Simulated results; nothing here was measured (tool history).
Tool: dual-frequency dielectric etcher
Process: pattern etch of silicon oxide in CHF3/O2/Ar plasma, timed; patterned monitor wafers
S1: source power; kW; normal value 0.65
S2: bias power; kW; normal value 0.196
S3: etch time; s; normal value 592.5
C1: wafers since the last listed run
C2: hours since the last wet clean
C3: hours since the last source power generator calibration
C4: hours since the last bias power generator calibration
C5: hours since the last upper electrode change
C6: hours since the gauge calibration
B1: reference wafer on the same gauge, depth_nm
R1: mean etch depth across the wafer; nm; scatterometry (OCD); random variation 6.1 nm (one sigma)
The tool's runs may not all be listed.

run	hour	S1	S2	S3	C1	C2	C3	C4	C5	C6	B1	R1
1	0	0.65	0.233	681.5	0	365.8	3929.2	3621.7	3721.8	284.6	1311.4	1572.5
2	14.6	0.65	0.196	592.5	38	380.4	3943.8	3636.3	3736.4	299.2	1310.5	1262.1
# hour 52: wet clean of the chamber
3	52.5	0.65	0.235	592.5	36	0.5	3981.7	3674.2	3774.3	337.1	1309	1397.4
4	65.7	0.65	0.23	592.5	35	13.7	3994.9	3687.4	3787.5	350.3	1309.9	1379.8
5	82.9	0.65	0.23	592.5	45	30.9	4012.1	3704.6	3804.7	367.5	1309.8	1385.9
6	117.1	0.65	0.196	592.5	91	65.1	4046.3	3738.8	3838.9	401.7	1309.4	1269.8
7	129.6	0.65	0.196	592.5	33	77.6	4058.8	3751.3	3851.4	414.2	1311.5	1279.1
8	165.6	0.65	0.196	592.5	95	113.6	4094.8	3787.3	3887.4	450.2	1310.8	1271.1
9	177.6	0.65	0.196	592.5	31	125.6	4106.8	3799.3	3899.4	462.2	1309.1	1264.4
10	201.3	0.76	0.196	592.5	63	149.3	4130.5	3823	3923.1	485.9	1311.7	1337
# hour 245.4: upper electrode replaced
11	245.9	0.76	0.196	592.5	54	193.9	4175.1	3867.6	0.5	530.5	1307.5	1318.1
12	246.4	0.76	0.196	592.5	1	194.4	4175.6	3868.1	1	531	1310.4	1337.7
# hour 271.4: bias power generator calibrated
13	275.7	0.65	0.196	592.5	67	223.7	4204.9	4.3	30.3	560.3	1311.1	1256.9
14	308.4	0.65	0.196	458	87	256.4	4237.6	37	63	593	1309.6	971.5
15	337.8	0.65	0.196	487	78	285.8	4267	66.4	92.4	622.4	1308.8	1029.5
16	364.5	0.72	0.164	723	71	312.5	4293.7	93.1	119.1	649.1	1309.3	1450.7
17	393.6	0.65	0.18	592.5	77	341.6	4322.8	122.2	148.2	678.2	1309.1	1209.4
# hour 429.4: source power generator calibrated
18	429.9	0.57	0.237	719	85	377.9	0.5	158.5	184.5	714.5	1309.1	1595.3
# hour 457.8: gauge calibrated
19	459.1	0.57	0.196	751	77	407.1	29.7	187.7	213.7	1.3	1310.2	1519.7
20	483.8	0.65	0.179	750	65	431.8	54.4	212.4	238.4	26	1310.1	1507.2
21	502.8	0.65	0.196	539	50	450.8	73.4	231.4	257.4	45	1309.5	1126.4
# hour 528.6: wet clean of the chamber
22	537.3	0.65	0.219	419	27	8.7	107.9	265.9	291.9	79.5	1309.3	962.3
23	550.5	0.71	0.174	717.5	35	21.9	121.1	279.1	305.1	92.7	1312.1	1498.7
24	597.8	0.65	0.163	426	125	69.2	168.4	326.4	352.4	140	1311.9	834.2
25	616.6	0.65	0.196	592.5	50	88	187.2	345.2	371.2	158.8	1311.4	1268.4
26	632.3	0.65	0.175	420.5	41	103.7	202.9	360.9	386.9	174.5	1312.6	856.6
27	645.8	0.8	0.179	424.5	35	117.2	216.4	374.4	400.4	188	1309.9	922.3
28	658.8	0.65	0.212	592.5	34	130.2	229.4	387.4	413.4	201	1311.2	1314.9
29	683.8	0.53	0.196	682.5	66	155.2	254.4	412.4	438.4	226	1307.1	1371.7
30	697.3	0.65	0.196	592.5	35	168.7	267.9	425.9	451.9	239.5	1312.1	1257.5
31	721.9	0.65	0.175	420.5	65	193.3	292.5	450.5	476.5	264.1	1310.5	848.2

Here are 3 independent what-if runs from the current tool condition. What would each one return?
A	722.5	0.65	0.196	592.5	1	193.9	293.1	451.1	477.1	264.7	?	?
B	722.5	0.65	0.229	645.5	1	193.9	293.1	451.1	477.1	264.7	?	?
C	722.5	0.5	0.222	498	1	193.9	293.1	451.1	477.1	264.7	?	?

run	B1	R1
A	1308.7	1261.7
B	1308.7	1479.2
C	1308.7	1044.7
With no hidden state in the tool, these same runs would have given:
run	R1
A	1281.9
B	1502.9
C	1061.4
